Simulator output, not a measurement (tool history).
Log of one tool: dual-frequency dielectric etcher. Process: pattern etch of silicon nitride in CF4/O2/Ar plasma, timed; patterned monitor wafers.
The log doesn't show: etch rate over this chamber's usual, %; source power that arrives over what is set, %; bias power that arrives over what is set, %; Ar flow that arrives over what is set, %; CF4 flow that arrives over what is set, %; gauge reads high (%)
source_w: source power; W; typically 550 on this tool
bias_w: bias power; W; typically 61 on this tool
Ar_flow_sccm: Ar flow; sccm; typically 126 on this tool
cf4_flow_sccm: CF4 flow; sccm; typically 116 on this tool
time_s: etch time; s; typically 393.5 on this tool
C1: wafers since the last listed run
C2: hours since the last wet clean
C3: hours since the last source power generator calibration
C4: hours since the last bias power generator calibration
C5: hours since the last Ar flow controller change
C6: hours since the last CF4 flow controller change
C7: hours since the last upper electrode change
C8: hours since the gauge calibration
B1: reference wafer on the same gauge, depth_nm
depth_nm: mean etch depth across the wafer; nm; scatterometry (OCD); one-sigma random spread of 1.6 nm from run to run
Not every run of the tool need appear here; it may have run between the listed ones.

run 1 hour=0 | source_w=550 bias_w=61 Ar_flow_sccm=126 cf4_flow_sccm=116 time_s=393.5 | C1=0 C2=275.5 C3=4728.4 C4=4373 C5=5824.3 C6=4891.3 C7=6171.1 C8=246 | B1=770.6 | depth_nm=853.5
-- hour=29.7 CF4 flow controller replaced
run 2 hour=30.2 | source_w=550 bias_w=61 Ar_flow_sccm=126 cf4_flow_sccm=116 time_s=393.5 | C1=92 C2=305.7 C3=4758.6 C4=4403.2 C5=5854.5 C6=0.5 C7=6201.3 C8=276.2 | B1=770.8 | depth_nm=852.5
run 3 hour=53.5 | source_w=550 bias_w=61 Ar_flow_sccm=126 cf4_flow_sccm=116 time_s=393.5 | C1=89 C2=329 C3=4781.9 C4=4426.5 C5=5877.8 C6=23.8 C7=6224.6 C8=299.5 | B1=770.1 | depth_nm=853.2
-- hour=89.9 upper electrode replaced
run 4 hour=90.4 | source_w=550 bias_w=61 Ar_flow_sccm=126 cf4_flow_sccm=116 time_s=393.5 | C1=49 C2=365.9 C3=4818.8 C4=4463.4 C5=5914.7 C6=60.7 C7=0.5 C8=336.4 | B1=770.8 | depth_nm=854.6
-- hour=103.6 Ar flow controller replaced
run 5 hour=104.1 | source_w=550 bias_w=61 Ar_flow_sccm=126 cf4_flow_sccm=116 time_s=393.5 | C1=29 C2=379.6 C3=4832.5 C4=4477.1 C5=0.5 C6=74.4 C7=14.2 C8=350.1 | B1=771.2 | depth_nm=856
run 6 hour=129.1 | source_w=550 bias_w=61 Ar_flow_sccm=126 cf4_flow_sccm=116 time_s=393.5 | C1=95 C2=404.6 C3=4857.5 C4=4502.1 C5=25.5 C6=99.4 C7=39.2 C8=375.1 | B1=770.9 | depth_nm=853.5
run 7 hour=161 | source_w=550 bias_w=61 Ar_flow_sccm=126 cf4_flow_sccm=116 time_s=393.5 | C1=121 C2=436.5 C3=4889.4 C4=4534 C5=57.4 C6=131.3 C7=71.1 C8=407 | B1=770.7 | depth_nm=855.8
run 8 hour=192.3 | source_w=550 bias_w=61 Ar_flow_sccm=126 cf4_flow_sccm=116 time_s=393.5 | C1=119 C2=467.8 C3=4920.7 C4=4565.3 C5=88.7 C6=162.6 C7=102.4 C8=438.3 | B1=770.7 | depth_nm=856.7
-- hour=223.2 wet clean of the chamber
run 9 hour=223.7 | source_w=550 bias_w=73 Ar_flow_sccm=126 cf4_flow_sccm=116 time_s=462 | C1=28 C2=0.5 C3=4952.1 C4=4596.7 C5=120.1 C6=194 C7=133.8 C8=469.7 | B1=771 | depth_nm=1060.4
run 10 hour=237.6 | source_w=640 bias_w=61 Ar_flow_sccm=126 cf4_flow_sccm=98 time_s=346 | C1=53 C2=14.4 C3=4966 C4=4610.6 C5=134 C6=207.9 C7=147.7 C8=483.6 | B1=771.2 | depth_nm=844.4
run 11 hour=333.3 | source_w=510 bias_w=48 Ar_flow_sccm=152 cf4_flow_sccm=127 time_s=393.5 | C1=365 C2=110.1 C3=5061.7 C4=4706.3 C5=229.7 C6=303.6 C7=243.4 C8=579.3 | B1=771.3 | depth_nm=701.2
-- hour=339.6 bias power generator calibrated
run 12 hour=349.1 | source_w=550 bias_w=47 Ar_flow_sccm=126 cf4_flow_sccm=116 time_s=288.5 | C1=45 C2=125.9 C3=5077.5 C4=9.5 C5=245.5 C6=319.4 C7=259.2 C8=595.1 | B1=771.1 | depth_nm=561
run 13 hour=373.5 | source_w=550 bias_w=61 Ar_flow_sccm=126 cf4_flow_sccm=116 time_s=393.5 | C1=93 C2=150.3 C3=5101.9 C4=33.9 C5=269.9 C6=343.8 C7=283.6 C8=619.5 | B1=771.4 | depth_nm=845.5
-- hour=382.3 gauge calibrated
run 14 hour=387.6 | source_w=490 bias_w=61 Ar_flow_sccm=106 cf4_flow_sccm=98 time_s=393.5 | C1=53 C2=164.4 C3=5116 C4=48 C5=284 C6=357.9 C7=297.7 C8=5.3 | B1=771.1 | depth_nm=744.9
-- hour=419.2 source power generator calibrated
run 15 hour=419.7 | source_w=480 bias_w=61 Ar_flow_sccm=126 cf4_flow_sccm=116 time_s=393.5 | C1=107 C2=196.5 C3=0.5 C4=80.1 C5=316.1 C6=390 C7=329.8 C8=37.4 | B1=771 | depth_nm=767.9
run 16 hour=451.5 | source_w=550 bias_w=72 Ar_flow_sccm=126 cf4_flow_sccm=134 time_s=393.5 | C1=121 C2=228.3 C3=32.3 C4=111.9 C5=347.9 C6=421.8 C7=361.6 C8=69.2 | B1=770.4 | depth_nm=961.9
run 17 hour=479.1 | source_w=550 bias_w=61 Ar_flow_sccm=116 cf4_flow_sccm=116 time_s=393.5 | C1=105 C2=255.9 C3=59.9 C4=139.5 C5=375.5 C6=449.4 C7=389.2 C8=96.8 | B1=770.6 | depth_nm=899.8
run 18 hour=510.2 | source_w=550 bias_w=61 Ar_flow_sccm=117 cf4_flow_sccm=104 time_s=473.5 | C1=118 C2=287 C3=91 C4=170.6 C5=406.6 C6=480.5 C7=420.3 C8=127.9 | B1=770.9 | depth_nm=1065.9
run 19 hour=528.1 | source_w=550 bias_w=61 Ar_flow_sccm=126 cf4_flow_sccm=116 time_s=393.5 | C1=68 C2=304.9 C3=108.9 C4=188.5 C5=424.5 C6=498.4 C7=438.2 C8=145.8 | B1=770.7 | depth_nm=889.3
run 20 hour=562.5 | source_w=610 bias_w=61 Ar_flow_sccm=126 cf4_flow_sccm=139 time_s=393.5 | C1=131 C2=339.3 C3=143.3 C4=222.9 C5=458.9 C6=532.8 C7=472.6 C8=180.2 | B1=770.7 | depth_nm=1015.1
run 21 hour=584 | source_w=550 bias_w=61 Ar_flow_sccm=126 cf4_flow_sccm=116 time_s=393.5 | C1=82 C2=360.8 C3=164.8 C4=244.4 C5=480.4 C6=554.3 C7=494.1 C8=201.7 | B1=771 | depth_nm=892.8
run 22 hour=608 | source_w=550 bias_w=61 Ar_flow_sccm=126 cf4_flow_sccm=116 time_s=393.5 | C1=91 C2=384.8 C3=188.8 C4=268.4 C5=504.4 C6=578.3 C7=518.1 C8=225.7 | B1=770.8 | depth_nm=891.5

Consider 3 possible next runs. They are alternatives, not a sequence: every one starts from the tool as it was left by run 22. What does each give?
run A hour=608.5 | source_w=550 bias_w=61 Ar_flow_sccm=126 cf4_flow_sccm=116 time_s=393.5 | C1=1 C2=385.3 C3=189.3 C4=268.9 C5=504.9 C6=578.8 C7=518.6 C8=226.2 | B1=? | depth_nm=?
run B hour=608.5 | source_w=630 bias_w=52 Ar_flow_sccm=112 cf4_flow_sccm=131 time_s=393.5 | C1=1 C2=385.3 C3=189.3 C4=268.9 C5=504.9 C6=578.8 C7=518.6 C8=226.2 | B1=? | depth_nm=?
run C hour=608.5 | source_w=510 bias_w=61 Ar_flow_sccm=126 cf4_flow_sccm=141 time_s=304 | C1=1 C2=385.3 C3=189.3 C4=268.9 C5=504.9 C6=578.8 C7=518.6 C8=226.2 | B1=? | depth_nm=?

run=A B1=770.7 depth_nm=893.4
run=B B1=770.7 depth_nm=1004.3
run=C B1=770.7 depth_nm=653.4
What these runs would have given with no unlogged condition in the tool:
run=A depth_nm=885.6
run=B depth_nm=995.7
run=C depth_nm=647.8
